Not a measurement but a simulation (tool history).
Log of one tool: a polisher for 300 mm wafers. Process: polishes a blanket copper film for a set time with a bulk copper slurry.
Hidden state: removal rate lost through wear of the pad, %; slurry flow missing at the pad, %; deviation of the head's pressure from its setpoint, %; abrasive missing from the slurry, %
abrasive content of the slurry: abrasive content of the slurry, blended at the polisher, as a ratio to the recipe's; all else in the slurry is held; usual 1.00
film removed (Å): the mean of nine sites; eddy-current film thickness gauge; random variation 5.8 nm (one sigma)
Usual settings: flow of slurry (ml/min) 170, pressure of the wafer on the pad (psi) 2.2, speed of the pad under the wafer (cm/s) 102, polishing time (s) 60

run,day,flow of slurry (ml/min),pressure of the wafer on the pad (psi),speed of the pad under the wafer (cm/s),abrasive content of the slurry,polishing time (s),wafers since the last listed run,wafers polished on this pad,hours since the slurry nozzle was cleaned,hours since the head pressure was calibrated,hours since the slurry blender was calibrated,"incoming thickness of the incoming film, nm",film removed (Å)
1,0.000,170,2.2,102,1.00,60,0,5081,62.7,573.8,392.4,3055.6,3925
# day 2.767: worn pad replaced by a new one
# day 5.621: slurry blender recalibrated
2,10.842,170,2.2,102,1.00,60,2470,1863,322.9,834.0,125.3,3060.7,3810
3,13.567,170,2.2,102,1.10,60,635,2498,388.3,899.4,190.7,3043.1,3830
4,21.388,170,2.2,102,1.10,60,1824,4322,576.0,1087.1,378.4,3104.2,3814
# day 23.229: worn pad replaced by a new one
# day 24.150: head pressure recalibrated
5,25.129,170,2.2,102,1.00,64,814,424,665.8,23.5,468.2,3017.7,4002
6,27.596,170,2.2,102,1.00,64,575,999,725.0,82.7,527.4,3077.1,3893
# day 28.475: slurry nozzle cleaned
# day 28.779: slurry blender recalibrated
7,31.017,170,2.2,102,1.00,64,768,1767,61.0,164.8,53.7,3058.0,4225
8,34.046,170,2.2,102,1.00,60,706,2474,133.7,237.5,126.4,3101.3,3993
9,37.917,170,2.4,102,1.00,60,902,3377,226.6,330.4,219.3,3079.6,4175
10,40.158,170,2.4,102,1.00,60,522,3900,280.4,384.2,273.1,3063.3,4059
11,42.288,140,2.2,102,1.00,60,496,4396,331.5,435.3,324.2,3091.6,3754
12,44.054,140,2.2,102,1.00,60,412,4808,373.9,477.7,366.6,3035.4,3640
# day 46.154: worn pad replaced by a new one
13,47.950,170,2.2,102,1.00,60,869,419,467.4,571.2,460.1,3053.5,3767
14,49.621,170,2.5,102,1.00,54,389,808,507.5,611.3,500.2,3109.2,3745
# day 53.317: slurry blender recalibrated
15,54.067,170,2.5,102,1.00,54,1017,1826,614.2,718.0,18.0,3031.6,3854
16,57.517,170,2.2,102,1.00,80,804,2630,697.0,800.8,100.8,3071.8,5066
17,59.608,140,1.9,102,0.75,77,487,3118,747.2,851.0,151.0,3071.3,3670
18,62.525,170,1.6,118,1.15,60,680,3799,817.2,921.0,221.0,3078.8,3110
19,64.146,170,2.2,102,1.00,60,378,4177,856.1,959.9,259.9,3064.9,3698
20,68.100,145,2.9,102,1.00,60,922,5099,951.0,1054.8,354.8,3063.0,4616
# day 68.333: slurry nozzle cleaned
# day 69.817: worn pad replaced by a new one
21,72.512,170,2.2,120,1.00,45,980,629,100.3,1160.7,460.7,3047.6,3395
# day 72.804: slurry blender recalibrated
22,75.008,170,2.2,102,1.00,60,562,1191,160.2,1220.6,52.9,3060.1,3976
23,77.821,170,2.2,112,1.00,60,655,1847,227.7,1288.1,120.4,3021.5,4234
24,82.267,170,2.2,102,1.00,50,1036,2884,334.4,1394.8,227.1,3107.2,3204
25,84.554,170,2.2,84,1.00,60,533,3418,389.3,1449.7,282.0,3064.0,3169
# day 85.758: head pressure recalibrated
26,86.896,170,2.2,102,1.00,60,526,3944,445.5,27.3,338.2,3114.1,3733
27,90.479,170,2.4,102,1.00,60,835,4780,531.5,113.3,424.2,3082.2,4056
# day 91.438: worn pad replaced by a new one
28,92.225,170,2.2,102,0.85,46,368,184,573.4,155.2,466.1,3089.5,2712
# day 94.400: slurry blender recalibrated
29,96.233,170,2.2,102,1.00,60,915,1099,669.6,251.4,44.0,3075.9,3764
# day 103.746: slurry nozzle cleaned
30,109.512,170,1.9,132,0.90,60,3087,4186,138.4,570.1,362.7,3075.4,4325

How the hidden state differs across the entries between the runs, from the last listed run before each to the first after it:
Between runs 1 and 2: worn pad replaced by a new one (day 2.767); slurry blender recalibrated (day 5.621)
  slurry flow missing at the pad, %: 11 -> 31.2
  measured less the result without the state, film removed (Å): -62 -> -211
Between runs 4 and 5: worn pad replaced by a new one (day 23.229); head pressure recalibrated (day 24.150)
  slurry flow missing at the pad, %: 39.2 -> 40.7
  measured less the result without the state, film removed (Å): -294 -> -327
Between runs 6 and 7: slurry nozzle cleaned (day 28.475); slurry blender recalibrated (day 28.779)
  slurry flow missing at the pad, %: 41.5 -> 12.1
  measured less the result without the state, film removed (Å): -327 -> -74
Between runs 12 and 13: worn pad replaced by a new one (day 46.154)
  slurry flow missing at the pad, %: 34.7 -> 37.9
  measured less the result without the state, film removed (Å): -272 -> -276
Between runs 14 and 15: slurry blender recalibrated (day 53.317)
  slurry flow missing at the pad, %: 39 -> 41.2
  measured less the result without the state, film removed (Å): -286 -> -320
Between runs 20 and 21: slurry nozzle cleaned (day 68.333); worn pad replaced by a new one (day 69.817)
  slurry flow missing at the pad, %: 44.6 -> 14.5
  measured less the result without the state, film removed (Å): -493 -> -73
Between runs 21 and 22: slurry blender recalibrated (day 72.804)
  slurry flow missing at the pad, %: 14.5 -> 20.1
  measured less the result without the state, film removed (Å): -73 -> -126
Between runs 25 and 26: head pressure recalibrated (day 85.758)
  slurry flow missing at the pad, %: 33.4 -> 35.3
  measured less the result without the state, film removed (Å): -193 -> -246
Between runs 27 and 28: worn pad replaced by a new one (day 91.438)
  slurry flow missing at the pad, %: 37.6 -> 38.5
  measured less the result without the state, film removed (Å): -294 -> -204
Between runs 28 and 29: slurry blender recalibrated (day 94.400)
  slurry flow missing at the pad, %: 38.5 -> 40.1
  measured less the result without the state, film removed (Å): -204 -> -301
Between runs 29 and 30: slurry nozzle cleaned (day 103.746)
  slurry flow missing at the pad, %: 40.1 -> 21.3
  measured less the result without the state, film removed (Å): -301 -> -147

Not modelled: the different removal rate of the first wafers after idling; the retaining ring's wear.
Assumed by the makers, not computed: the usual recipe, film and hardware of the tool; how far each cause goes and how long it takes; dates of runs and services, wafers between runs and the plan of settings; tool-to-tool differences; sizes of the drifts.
